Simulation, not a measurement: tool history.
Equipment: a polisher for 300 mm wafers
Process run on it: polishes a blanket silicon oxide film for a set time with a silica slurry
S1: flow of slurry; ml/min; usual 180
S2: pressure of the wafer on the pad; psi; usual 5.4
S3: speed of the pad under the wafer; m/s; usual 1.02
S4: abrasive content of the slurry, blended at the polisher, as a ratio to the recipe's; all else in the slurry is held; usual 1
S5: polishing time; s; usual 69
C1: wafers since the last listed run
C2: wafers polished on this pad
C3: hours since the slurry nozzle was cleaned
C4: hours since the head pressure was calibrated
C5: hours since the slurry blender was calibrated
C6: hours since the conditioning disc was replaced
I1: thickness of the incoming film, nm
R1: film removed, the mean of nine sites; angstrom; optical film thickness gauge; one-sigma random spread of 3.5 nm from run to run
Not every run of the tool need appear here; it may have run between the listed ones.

run 1 hour=0 | S1=180 S2=5.4 S3=1.02 S4=1 S5=69 | C1=0 C2=1189 C3=545.3 C4=578.6 C5=306.6 C6=82.1 | I1=883.8 | R1=2313
-- hour=28.3 head pressure recalibrated
run 2 hour=64.3 | S1=180 S2=5.4 S3=1.02 S4=1 S5=69 | C1=691 C2=1880 C3=609.6 C4=36 C5=370.9 C6=146.4 | I1=881.3 | R1=2295
run 3 hour=131.2 | S1=180 S2=5.4 S3=1.02 S4=0.9 S5=69 | C1=742 C2=2623 C3=676.5 C4=102.9 C5=437.8 C6=213.3 | I1=890.1 | R1=2067
run 4 hour=166.8 | S1=180 S2=5.4 S3=1.02 S4=0.9 S5=69 | C1=395 C2=3018 C3=712.1 C4=138.5 C5=473.4 C6=248.9 | I1=891.8 | R1=2027
-- hour=186.9 worn pad replaced by a new one
-- hour=212.3 slurry blender recalibrated
run 5 hour=219.8 | S1=180 S2=5.4 S3=1.02 S4=0.9 S5=69 | C1=521 C2=343 C3=765.1 C4=191.5 C5=7.5 C6=301.9 | I1=895.3 | R1=1944
run 6 hour=254.8 | S1=180 S2=6.7 S3=1.02 S4=1 S5=69 | C1=388 C2=731 C3=800.1 C4=226.5 C5=42.5 C6=336.9 | I1=892.2 | R1=2484
-- hour=271.6 conditioning disc replaced and pad reconditioned
run 7 hour=301 | S1=180 S2=5.4 S3=1.18 S4=1 S5=69 | C1=490 C2=1222 C3=846.3 C4=272.7 C5=88.7 C6=29.4 | I1=878.8 | R1=2633
-- hour=329.5 slurry nozzle cleaned
run 8 hour=361.3 | S1=180 S2=5.4 S3=1.18 S4=1 S5=69 | C1=658 C2=1880 C3=31.8 C4=333 C5=149 C6=89.7 | I1=875.8 | R1=2703
run 9 hour=389.8 | S1=125 S2=7.1 S3=1.02 S4=0.75 S5=90 | C1=316 C2=2197 C3=60.3 C4=361.5 C5=177.5 C6=118.2 | I1=881.4 | R1=3081
run 10 hour=459.5 | S1=180 S2=5.4 S3=1.02 S4=1 S5=69 | C1=773 C2=2970 C3=130 C4=431.2 C5=247.2 C6=187.9 | I1=886.9 | R1=2278
-- hour=489.9 worn pad replaced by a new one
run 11 hour=506.1 | S1=180 S2=5.4 S3=0.88 S4=1 S5=69 | C1=472 C2=179 C3=176.6 C4=477.8 C5=293.8 C6=234.5 | I1=899.2 | R1=1976
run 12 hour=532.2 | S1=180 S2=7.3 S3=1.02 S4=1 S5=69 | C1=289 C2=469 C3=202.7 C4=503.9 C5=319.9 C6=260.6 | I1=893.4 | R1=2859
-- hour=589.3 conditioning disc replaced and pad reconditioned
run 13 hour=602.8 | S1=180 S2=5.4 S3=1.02 S4=1 S5=69 | C1=761 C2=1230 C3=273.3 C4=574.5 C5=390.5 C6=13.5 | I1=898.4 | R1=2389
run 14 hour=646.9 | S1=180 S2=3.5 S3=1.02 S4=1 S5=69 | C1=489 C2=1720 C3=317.4 C4=618.6 C5=434.6 C6=57.6 | I1=888.3 | R1=1532
-- hour=684.6 head pressure recalibrated
-- hour=690.5 slurry blender recalibrated
run 15 hour=697.2 | S1=180 S2=5.4 S3=1.02 S4=1 S5=69 | C1=513 C2=2234 C3=367.7 C4=12.6 C5=6.7 C6=107.9 | I1=881 | R1=2403
run 16 hour=755.7 | S1=165 S2=5.4 S3=1.02 S4=1 S5=69 | C1=649 C2=2883 C3=426.2 C4=71.1 C5=65.2 C6=166.4 | I1=893.1 | R1=2241
run 17 hour=789.7 | S1=180 S2=6.8 S3=1.02 S4=1.15 S5=69 | C1=377 C2=3260 C3=460.2 C4=105.1 C5=99.2 C6=200.4 | I1=901.5 | R1=3017
-- hour=808.9 worn pad replaced by a new one
run 18 hour=840.4 | S1=180 S2=5.4 S3=1.02 S4=1.15 S5=69 | C1=518 C2=349 C3=510.9 C4=155.8 C5=149.9 C6=251.1 | I1=889.2 | R1=2409
run 19 hour=869.8 | S1=225 S2=7 S3=0.7 S4=1 S5=84 | C1=326 C2=676 C3=540.3 C4=185.2 C5=179.3 C6=280.5 | I1=879.4 | R1=2692
-- hour=874.1 conditioning disc replaced and pad reconditioned
run 20 hour=908.5 | S1=180 S2=5.4 S3=1.02 S4=1 S5=69 | C1=407 C2=1083 C3=579 C4=223.9 C5=218 C6=34.4 | I1=901.6 | R1=2389
run 21 hour=975.3 | S1=180 S2=6 S3=1.02 S4=0.9 S5=69 | C1=741 C2=1824 C3=645.8 C4=290.7 C5=284.8 C6=101.2 | I1=882.2 | R1=2508
run 22 hour=1084 | S1=135 S2=4.8 S3=1.02 S4=1 S5=82 | C1=1206 C2=3031 C3=754.5 C4=399.4 C5=393.5 C6=209.9 | I1=884.9 | R1=2266
run 23 hour=1124.8 | S1=140 S2=5.4 S3=1.02 S4=1 S5=69 | C1=452 C2=3484 C3=795.3 C4=440.2 C5=434.3 C6=250.7 | I1=893.3 | R1=2066
-- hour=1163.1 worn pad replaced by a new one
run 24 hour=1177.6 | S1=205 S2=4.3 S3=0.7 S4=1 S5=86 | C1=541 C2=160 C3=848.1 C4=493 C5=487.1 C6=303.5 | I1=896.8 | R1=1670
-- hour=1184.1 conditioning disc replaced and pad reconditioned
-- hour=1216.9 slurry blender recalibrated
-- hour=1237.1 slurry nozzle cleaned
run 25 hour=1248.4 | S1=125 S2=7.1 S3=1.02 S4=0.75 S5=90 | C1=730 C2=890 C3=11.3 C4=563.8 C5=31.5 C6=64.3 | I1=895.2 | R1=3199

Hidden state at the last listed run before each entry between runs and at the first one after, where it differs:
Run 1 -> run 2: head pressure recalibrated (hour 28.3)
  time polished since the conditioner stopped cutting, s: 36.4 -> 54.8
  the result without the hidden state subtracted from the measured one, R1: -87 -> -129 angstrom
Run 4 -> run 5: worn pad replaced by a new one (hour 186.9); slurry blender recalibrated (hour 212.3)
  time polished since the conditioner stopped cutting, s: 106 -> 142
  the result without the hidden state subtracted from the measured one, R1: -211 -> -267 angstrom
Run 6 -> run 7: conditioning disc replaced and pad reconditioned (hour 271.6)
  time polished since the conditioner stopped cutting, s: 170 -> 21
  the result without the hidden state subtracted from the measured one, R1: -485 -> -66 angstrom
Run 7 -> run 8: slurry nozzle cleaned (hour 329.5)
  time polished since the conditioner stopped cutting, s: 21 -> 30
  the result without the hidden state subtracted from the measured one, R1: -66 -> -96 angstrom
Run 10 -> run 11: worn pad replaced by a new one (hour 489.9)
  time polished since the conditioner stopped cutting, s: 64.1 -> 88.8
  the result without the hidden state subtracted from the measured one, R1: -148 -> -153 angstrom
Run 12 -> run 13: conditioning disc replaced and pad reconditioned (hour 589.3)
  time polished since the conditioner stopped cutting, s: 105 -> 6.79
  the result without the hidden state subtracted from the measured one, R1: -387 -> -17 angstrom
Run 14 -> run 15: head pressure recalibrated (hour 684.6); slurry blender recalibrated (hour 690.5)
  time polished since the conditioner stopped cutting, s: 10.7 -> 21.1
  the result without the hidden state subtracted from the measured one, R1: -12 -> -53 angstrom
Run 17 -> run 18: worn pad replaced by a new one (hour 808.9)
  time polished since the conditioner stopped cutting, s: 56.9 -> 85.5
  the result without the hidden state subtracted from the measured one, R1: -216 -> -206 angstrom
Run 19 -> run 20: conditioning disc replaced and pad reconditioned (hour 874.1)
  time polished since the conditioner stopped cutting, s: 105 -> 10.7
  the result without the hidden state subtracted from the measured one, R1: -252 -> -27 angstrom
Run 23 -> run 24: worn pad replaced by a new one (hour 1163.1)
  time polished since the conditioner stopped cutting, s: 87.9 -> 125
  the result without the hidden state subtracted from the measured one, R1: -181 -> -119 angstrom
Run 24 -> run 25: conditioning disc replaced and pad reconditioned (hour 1184.1); slurry blender recalibrated (hour 1216.9); slurry nozzle cleaned (hour 1237.1)
  time polished since the conditioner stopped cutting, s: 125 -> 5.7
  the result without the hidden state subtracted from the measured one, R1: -119 -> -25 angstrom
